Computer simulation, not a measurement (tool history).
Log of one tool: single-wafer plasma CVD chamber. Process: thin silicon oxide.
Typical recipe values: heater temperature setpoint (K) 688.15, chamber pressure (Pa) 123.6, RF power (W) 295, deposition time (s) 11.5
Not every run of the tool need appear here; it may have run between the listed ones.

run,hour,heater temperature setpoint (K),chamber pressure (Pa),RF power (W),deposition time (s),"read-back reference wafer on the same gauge, thickness_nm",mean film thickness on the monitor wafer (angstrom)
1,0,688.15,123.6,295,11.5,23.813,227.47
2,100.1,688.15,123.6,295,12.6,23.808,247.65
3,198,688.15,123.6,295,12.6,23.79,247.38
4,287.6,688.15,123.6,295,13,23.785,255.9
5,365.4,688.15,123.6,335,11.5,23.806,238.25
6,449.7,688.15,123.6,295,9.6,23.796,188.48
7,534.7,694.15,123.6,295,12.5,23.798,253.26
8,603.2,675.15,146,255,13.3,23.803,293.91
9,688.8,688.15,123.6,295,11.5,23.795,234.92
10,796.4,688.15,114,350,12.3,23.813,244.74
11,890.8,688.15,123.6,310,11.5,23.791,238.18
12,979.1,702.15,123.6,295,11.5,23.792,233.32
13,1032.7,688.15,123.6,295,11.5,23.815,234.89
14,1076.2,695.15,104.3,295,13.2,23.82,224.91
15,1123.9,688.15,142.5,295,11.5,23.783,262.82
16,1229,688.15,123.6,295,11.5,23.816,235.1
17,1269.4,674.15,113.5,295,11.5,23.806,216.9
18,1321.6,692.15,140.1,330,10.8,23.8,250.99
19,1396.7,688.15,93.6,295,11.5,23.799,173.82
20,1477.1,688.15,123.6,295,13.1,23.811,267.98
21,1558.3,688.15,123.6,295,11.5,23.801,234.16
22,1650.4,688.15,123.6,295,10.3,23.795,210.69
23,1755.8,688.15,123.6,295,11.5,23.798,233.92
24,1836.5,695.15,123.6,295,11.5,23.827,232.41
25,1887.9,683.15,108.5,330,12.2,23.804,225.97
26,1961.1,703.15,123.6,255,11.5,23.802,219.95
27,2013.3,688.15,123.6,325,11.5,23.777,240.59

Between the runs listed above, the log contained 5 entries, not reproduced here. Where in the sequence does each belong, and how does what the log doesn't record of the tool's condition differ from the listed run before to the listed run after?
Runs 3 to 4: thermocouple changed; heater temperature recalibrated (hour 226.2)
  delivered RF power above the setpoint (%): -5.96 -> -6.78; true pressure above the setpoint (%): 1.45 -> 1.59
  what was measured, less what the result would be without the hidden state, mean film thickness on the monitor wafer (angstrom): -1.53 -> -1.95
Runs 6 to 7: RF generator calibrated (hour 495.9)
  delivered RF power above the setpoint (%): -8.4 -> -0.0777; true pressure above the setpoint (%): 1.86 -> 2
  what was measured, less what the result would be without the hidden state, mean film thickness on the monitor wafer (angstrom): -2.03 -> +4.75
Runs 12 to 13: showerhead replaced (hour 989.9)
  delivered RF power above the setpoint (%): -0.845 -> -1.03; true pressure above the setpoint (%): 2.73 -> 2.82
  what was measured, less what the result would be without the hidden state, mean film thickness on the monitor wafer (angstrom): +5.38 -> +5.47
Runs 15 to 16: gauge calibrated (hour 1210.7)
  delivered RF power above the setpoint (%): -1.38 -> -1.85; true pressure above the setpoint (%): 2.97 -> 3.14
  what was measured, less what the result would be without the hidden state, mean film thickness on the monitor wafer (angstrom): +4.62 -> +5.53
Runs 23 to 24: thermocouple changed; heater temperature recalibrated (hour 1806)
  delivered RF power above the setpoint (%): -5.33 -> -6.02; true pressure above the setpoint (%): 4.01 -> 4.14
  what was measured, less what the result would be without the hidden state, mean film thickness on the monitor wafer (angstrom): +4.67 -> +4.37
